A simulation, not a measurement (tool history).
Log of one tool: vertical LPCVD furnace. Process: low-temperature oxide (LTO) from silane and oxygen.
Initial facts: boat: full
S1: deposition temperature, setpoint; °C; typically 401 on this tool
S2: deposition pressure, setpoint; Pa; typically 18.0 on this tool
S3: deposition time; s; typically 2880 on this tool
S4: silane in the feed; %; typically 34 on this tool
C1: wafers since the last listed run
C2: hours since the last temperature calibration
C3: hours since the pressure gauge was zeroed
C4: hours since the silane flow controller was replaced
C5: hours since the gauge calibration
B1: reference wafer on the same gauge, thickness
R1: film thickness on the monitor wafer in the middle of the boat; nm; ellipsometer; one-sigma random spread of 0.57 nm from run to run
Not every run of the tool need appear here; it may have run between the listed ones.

run 1 day=0.000 | S1=401 S2=18.0 S3=2880 S4=34 | C1=0 C2=2424.0 C3=3052.9 C4=3243.5 C5=398.4 | B1=182.96 | R1=215.89
run 2 day=1.596 | S1=401 S2=18.0 S3=2880 S4=34 | C1=395 C2=2462.3 C3=3091.2 C4=3281.8 C5=436.7 | B1=182.91 | R1=215.41
run 3 day=4.625 | S1=401 S2=18.0 S3=2880 S4=34 | C1=750 C2=2535.0 C3=3163.9 C4=3354.5 C5=509.4 | B1=182.95 | R1=215.26
run 4 day=8.612 | S1=401 S2=18.0 S3=2880 S4=34 | C1=987 C2=2630.7 C3=3259.6 C4=3450.2 C5=605.1 | B1=183.06 | R1=214.74
run 5 day=13.092 | S1=401 S2=18.0 S3=2880 S4=34 | C1=1109 C2=2738.2 C3=3367.1 C4=3557.7 C5=712.6 | B1=183.06 | R1=216.52
run 6 day=17.071 | S1=401 S2=18.0 S3=2880 S4=34 | C1=985 C2=2833.7 C3=3462.6 C4=3653.2 C5=808.1 | B1=182.80 | R1=215.84
run 7 day=20.558 | S1=401 S2=18.0 S3=2880 S4=34 | C1=863 C2=2917.4 C3=3546.3 C4=3736.9 C5=891.8 | B1=183.11 | R1=215.12
run 8 day=22.275 | S1=401 S2=16.0 S3=2880 S4=38 | C1=425 C2=2958.6 C3=3587.5 C4=3778.1 C5=933.0 | B1=183.04 | R1=224.20
run 9 day=30.188 | S1=401 S2=16.0 S3=2880 S4=38 | C1=1960 C2=3148.5 C3=3777.4 C4=3968.0 C5=1122.9 | B1=183.12 | R1=224.69
-- day=32.600 pressure gauge zeroed
run 10 day=33.458 | S1=401 S2=16.0 S3=2880 S4=38 | C1=562 C2=3227.0 C3=20.6 C4=4046.5 C5=1201.4 | B1=183.15 | R1=218.84
run 11 day=36.167 | S1=401 S2=18.0 S3=2880 S4=34 | C1=670 C2=3292.0 C3=85.6 C4=4111.5 C5=1266.4 | B1=183.07 | R1=211.06
run 12 day=39.467 | S1=401 S2=18.0 S3=2880 S4=34 | C1=817 C2=3371.2 C3=164.8 C4=4190.7 C5=1345.6 | B1=183.00 | R1=209.24
run 13 day=42.325 | S1=401 S2=21.3 S3=2310 S4=34 | C1=708 C2=3439.8 C3=233.4 C4=4259.3 C5=1414.2 | B1=182.90 | R1=200.07
-- day=43.042 gauge calibrated
run 14 day=44.125 | S1=393 S2=21.3 S3=2880 S4=34 | C1=445 C2=3483.0 C3=276.6 C4=4302.5 C5=26.0 | B1=183.04 | R1=226.47
-- day=45.638 silane flow controller replaced
run 15 day=47.588 | S1=398 S2=18.0 S3=2880 S4=37 | C1=610 C2=3566.1 C3=359.7 C4=46.8 C5=109.1 | B1=183.12 | R1=240.66
-- day=51.138 thermocouples replaced and temperature profile calibrated
run 16 day=52.038 | S1=401 S2=18.0 S3=3870 S4=37 | C1=854 C2=21.6 C3=466.5 C4=153.6 C5=215.9 | B1=182.94 | R1=333.07
run 17 day=55.250 | S1=401 S2=18.0 S3=2880 S4=34 | C1=795 C2=98.7 C3=543.6 C4=230.7 C5=293.0 | B1=182.77 | R1=221.80
run 18 day=58.800 | S1=408 S2=22.0 S3=2880 S4=34 | C1=879 C2=183.9 C3=628.8 C4=315.9 C5=378.2 | B1=183.04 | R1=291.22
run 19 day=61.638 | S1=397 S2=16.7 S3=2340 S4=28 | C1=702 C2=252.0 C3=696.9 C4=384.0 C5=446.3 | B1=183.02 | R1=118.79
run 20 day=64.071 | S1=405 S2=18.0 S3=2880 S4=34 | C1=602 C2=310.4 C3=755.3 C4=442.4 C5=504.7 | B1=182.97 | R1=230.47
run 21 day=67.933 | S1=408 S2=22.0 S3=2880 S4=34 | C1=956 C2=403.1 C3=848.0 C4=535.1 C5=597.4 | B1=182.96 | R1=290.43
run 22 day=69.700 | S1=401 S2=18.0 S3=2100 S4=37 | C1=437 C2=445.5 C3=890.4 C4=577.5 C5=639.8 | B1=182.93 | R1=178.86
run 23 day=73.233 | S1=411 S2=16.7 S3=2880 S4=34 | C1=875 C2=530.3 C3=975.2 C4=662.3 C5=724.6 | B1=183.17 | R1=226.71
run 24 day=75.846 | S1=401 S2=19.3 S3=2880 S4=34 | C1=647 C2=593.0 C3=1037.9 C4=725.0 C5=787.3 | B1=183.08 | R1=234.71
run 25 day=78.450 | S1=401 S2=18.0 S3=3870 S4=37 | C1=645 C2=655.5 C3=1100.4 C4=787.5 C5=849.8 | B1=182.92 | R1=328.59

Pick out some run-to-run changes in R1. Of each, how much would a tool without hidden state show as well, from the settings, what came in and chance, and how much is left for the hidden state and any gauge scatter not in both results compared?
Unlogged tool condition in this case: true tube temperature minus thermocouple reading, K; true pressure minus gauge reading, mTorr; deviation of the silane flow from its setpoint, %; gauge reads high (%).
Run 9 -> 10: pressure gauge zeroed. R1 -5.85 nm: hidden state -6.84, all else +0.99.
Run 14 -> 15: S1 393 -> 398, S2 21.3 -> 18.0, S4 34 -> 37, silane flow controller replaced. R1 +14.19 nm: hidden state +13.57, all else +0.62.
Run 18 -> 19: S1 408 -> 397, S2 22.0 -> 16.7, S3 2880 -> 2340, S4 34 -> 28. R1 -172.43 nm: hidden state +1.02, all else -173.45.
Run 19 -> 20: S1 397 -> 405, S2 16.7 -> 18.0, S3 2340 -> 2880, S4 28 -> 34. R1 +111.68 nm: hidden state -1.41, all else +113.09.
